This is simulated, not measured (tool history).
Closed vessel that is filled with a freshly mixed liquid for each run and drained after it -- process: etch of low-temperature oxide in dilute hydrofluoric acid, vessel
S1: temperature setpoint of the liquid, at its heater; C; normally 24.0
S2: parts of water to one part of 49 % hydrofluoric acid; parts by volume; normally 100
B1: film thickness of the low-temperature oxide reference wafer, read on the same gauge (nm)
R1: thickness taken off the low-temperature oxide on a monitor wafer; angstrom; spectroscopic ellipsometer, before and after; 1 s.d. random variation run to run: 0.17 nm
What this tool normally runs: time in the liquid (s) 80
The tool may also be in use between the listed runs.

run 1 day=0.000 | S1=26.0 S2=85 time_in_the_liquid_(s)=80 | B1=129.88 | R1=378.2
run 2 day=1.196 | S1=24.0 S2=100 time_in_the_liquid_(s)=110 | B1=129.77 | R1=395.7
run 3 day=2.467 | S1=24.0 S2=100 time_in_the_liquid_(s)=110 | B1=129.61 | R1=393.5
run 4 day=3.121 | S1=28.0 S2=75 time_in_the_liquid_(s)=80 | B1=129.54 | R1=455.9
run 5 day=3.850 | S1=28.0 S2=75 time_in_the_liquid_(s)=80 | B1=129.46 | R1=461.4
run 6 day=4.379 | S1=28.0 S2=75 time_in_the_liquid_(s)=80 | B1=129.35 | R1=465.3
run 7 day=5.450 | S1=25.5 S2=100 time_in_the_liquid_(s)=80 | B1=129.17 | R1=300.3
run 8 day=6.683 | S1=25.5 S2=100 time_in_the_liquid_(s)=80 | B1=129.04 | R1=302.9
run 9 day=7.488 | S1=25.5 S2=100 time_in_the_liquid_(s)=80 | B1=128.84 | R1=302.7
run 10 day=8.371 | S1=24.0 S2=100 time_in_the_liquid_(s)=60 | B1=128.73 | R1=211.2
run 11 day=8.958 | S1=24.0 S2=100 time_in_the_liquid_(s)=60 | B1=128.61 | R1=213.4
run 12 day=9.633 | S1=24.0 S2=125 time_in_the_liquid_(s)=125 | B1=128.49 | R1=344.6
run 13 day=10.975 | S1=22.5 S2=135 time_in_the_liquid_(s)=95 | B1=128.15 | R1=226.3
-- day=11.179 thermometer replaced
run 14 day=12.192 | S1=20.5 S2=120 time_in_the_liquid_(s)=80 | B1=127.87 | R1=201.1
-- day=12.900 hydrofluoric acid flow meter replaced
run 15 day=13.367 | S1=26.0 S2=60 time_in_the_liquid_(s)=65 | B1=127.59 | R1=436.1
run 16 day=13.979 | S1=20.0 S2=100 time_in_the_liquid_(s)=80 | B1=127.42 | R1=238.6
-- day=14.238 gauge calibrated
run 17 day=14.571 | S1=24.0 S2=100 time_in_the_liquid_(s)=80 | B1=130.01 | R1=289.0
run 18 day=15.471 | S1=26.0 S2=85 time_in_the_liquid_(s)=80 | B1=129.95 | R1=375.3
run 19 day=16.829 | S1=20.0 S2=100 time_in_the_liquid_(s)=35 | B1=129.98 | R1=107.5
run 20 day=17.758 | S1=19.5 S2=140 time_in_the_liquid_(s)=30 | B1=129.93 | R1=61.6
run 21 day=18.408 | S1=27.5 S2=140 time_in_the_liquid_(s)=65 | B1=129.90 | R1=182.1
run 22 day=19.346 | S1=24.0 S2=120 time_in_the_liquid_(s)=80 | B1=129.81 | R1=233.2

Predict each of these 5 candidate next runs independently; none follows another, all start after run 22:
run A day=19.375 | S1=24.0 S2=80 time_in_the_liquid_(s)=80 | B1=? | R1=?
run B day=19.375 | S1=24.0 S2=55 time_in_the_liquid_(s)=95 | B1=? | R1=?
run C day=19.375 | S1=27.0 S2=115 time_in_the_liquid_(s)=95 | B1=? | R1=?
run D day=19.375 | S1=21.5 S2=65 time_in_the_liquid_(s)=95 | B1=? | R1=?
run E day=19.375 | S1=22.0 S2=115 time_in_the_liquid_(s)=80 | B1=? | R1=?

run=A B1=129.88 R1=366.6
run=B B1=129.88 R1=654.1
run=C B1=129.88 R1=325.7
run=D B1=129.88 R1=492.9
run=E B1=129.88 R1=225.7
What these runs would have given with no unlogged condition in the tool:
run=A R1=367.1
run=B R1=655.0
run=C R1=326.2
run=D R1=493.6
run=E R1=226.0

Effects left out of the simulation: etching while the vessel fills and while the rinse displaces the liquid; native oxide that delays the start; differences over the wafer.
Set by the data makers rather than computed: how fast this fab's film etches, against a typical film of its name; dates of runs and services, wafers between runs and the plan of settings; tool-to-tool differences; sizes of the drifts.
